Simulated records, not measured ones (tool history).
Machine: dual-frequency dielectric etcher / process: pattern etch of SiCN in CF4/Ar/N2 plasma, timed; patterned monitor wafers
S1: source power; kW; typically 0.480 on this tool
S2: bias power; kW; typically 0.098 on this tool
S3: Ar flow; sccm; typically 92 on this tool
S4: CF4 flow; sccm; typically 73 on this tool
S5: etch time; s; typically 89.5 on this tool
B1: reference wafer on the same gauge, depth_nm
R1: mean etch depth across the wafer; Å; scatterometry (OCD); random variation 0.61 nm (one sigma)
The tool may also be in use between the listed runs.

{"run": 1, "hour": 0.0, "S1": 0.48, "S2": 0.098, "S3": 92, "S4": 73, "S5": 89.5, "B1": 96.8, "R1": 907}
{"run": 2, "hour": 22.3, "S1": 0.48, "S2": 0.098, "S3": 92, "S4": 73, "S5": 89.5, "B1": 96.9, "R1": 905}
{"run": 3, "hour": 78.0, "S1": 0.48, "S2": 0.098, "S3": 92, "S4": 73, "S5": 89.5, "B1": 96.9, "R1": 918}
{"hour": 131.0, "done": "Ar flow controller replaced"}
{"run": 4, "hour": 134.6, "S1": 0.48, "S2": 0.098, "S3": 92, "S4": 73, "S5": 89.5, "B1": 97.3, "R1": 916}
{"run": 5, "hour": 189.6, "S1": 0.48, "S2": 0.098, "S3": 92, "S4": 73, "S5": 89.5, "B1": 97.2, "R1": 915}
{"hour": 267.9, "done": "upper electrode replaced"}
{"run": 6, "hour": 268.4, "S1": 0.48, "S2": 0.098, "S3": 92, "S4": 73, "S5": 89.5, "B1": 97.4, "R1": 919}
{"hour": 284.8, "done": "gauge calibrated"}
{"run": 7, "hour": 330.5, "S1": 0.37, "S2": 0.098, "S3": 92, "S4": 91, "S5": 89.5, "B1": 97.1, "R1": 702}
{"run": 8, "hour": 394.3, "S1": 0.39, "S2": 0.098, "S3": 73, "S4": 82, "S5": 89.5, "B1": 97.2, "R1": 748}
{"hour": 421.9, "done": "CF4 flow controller replaced"}
{"run": 9, "hour": 460.6, "S1": 0.45, "S2": 0.098, "S3": 92, "S4": 73, "S5": 89.5, "B1": 97.4, "R1": 845}
{"hour": 487.5, "done": "bias power generator calibrated"}
{"hour": 496.3, "done": "source power generator calibrated"}
{"run": 10, "hour": 510.5, "S1": 0.48, "S2": 0.098, "S3": 92, "S4": 73, "S5": 64.0, "B1": 97.2, "R1": 657}
{"hour": 579.5, "done": "wet clean of the chamber"}
{"run": 11, "hour": 580.0, "S1": 0.48, "S2": 0.098, "S3": 92, "S4": 73, "S5": 89.5, "B1": 97.1, "R1": 906}
{"run": 12, "hour": 585.1, "S1": 0.37, "S2": 0.107, "S3": 102, "S4": 86, "S5": 89.5, "B1": 97.1, "R1": 718}
{"run": 13, "hour": 620.8, "S1": 0.58, "S2": 0.098, "S3": 112, "S4": 73, "S5": 89.5, "B1": 96.9, "R1": 1093}
{"run": 14, "hour": 675.1, "S1": 0.57, "S2": 0.098, "S3": 92, "S4": 58, "S5": 89.5, "B1": 96.7, "R1": 1056}
{"run": 15, "hour": 719.3, "S1": 0.48, "S2": 0.098, "S3": 92, "S4": 73, "S5": 89.5, "B1": 97.4, "R1": 907}
{"run": 16, "hour": 773.9, "S1": 0.55, "S2": 0.117, "S3": 92, "S4": 73, "S5": 89.5, "B1": 97.3, "R1": 1106}
{"run": 17, "hour": 838.1, "S1": 0.52, "S2": 0.122, "S3": 92, "S4": 89, "S5": 89.5, "B1": 96.9, "R1": 1066}
{"run": 18, "hour": 877.9, "S1": 0.48, "S2": 0.075, "S3": 73, "S4": 79, "S5": 101.5, "B1": 97.0, "R1": 987}
{"run": 19, "hour": 921.9, "S1": 0.48, "S2": 0.083, "S3": 70, "S4": 66, "S5": 103.5, "B1": 97.2, "R1": 1016}
{"run": 20, "hour": 975.3, "S1": 0.42, "S2": 0.098, "S3": 86, "S4": 59, "S5": 97.5, "B1": 97.0, "R1": 852}
{"run": 21, "hour": 1045.9, "S1": 0.48, "S2": 0.098, "S3": 92, "S4": 73, "S5": 64.0, "B1": 97.0, "R1": 652}

Forecast each of these 4 alternatives for the next run:
{"run": "A", "hour": 1046.3, "S1": 0.48, "S2": 0.098, "S3": 92, "S4": 73, "S5": 89.5, "B1": "?", "R1": "?"}
{"run": "B", "hour": 1046.3, "S1": 0.48, "S2": 0.112, "S3": 86, "S4": 56, "S5": 89.5, "B1": "?", "R1": "?"}
{"run": "C", "hour": 1046.3, "S1": 0.58, "S2": 0.098, "S3": 92, "S4": 73, "S5": 89.5, "B1": "?", "R1": "?"}
{"run": "D", "hour": 1046.3, "S1": 0.48, "S2": 0.078, "S3": 83, "S4": 68, "S5": 89.5, "B1": "?", "R1": "?"}

run=A B1=97.0 R1=913
run=B B1=97.0 R1=919
run=C B1=97.0 R1=1111
run=D B1=97.0 R1=857
With the hidden condition removed and each run's random variation left untouched, the same runs would have given:
run=A R1=913
run=B R1=919
run=C R1=1111
run=D R1=857

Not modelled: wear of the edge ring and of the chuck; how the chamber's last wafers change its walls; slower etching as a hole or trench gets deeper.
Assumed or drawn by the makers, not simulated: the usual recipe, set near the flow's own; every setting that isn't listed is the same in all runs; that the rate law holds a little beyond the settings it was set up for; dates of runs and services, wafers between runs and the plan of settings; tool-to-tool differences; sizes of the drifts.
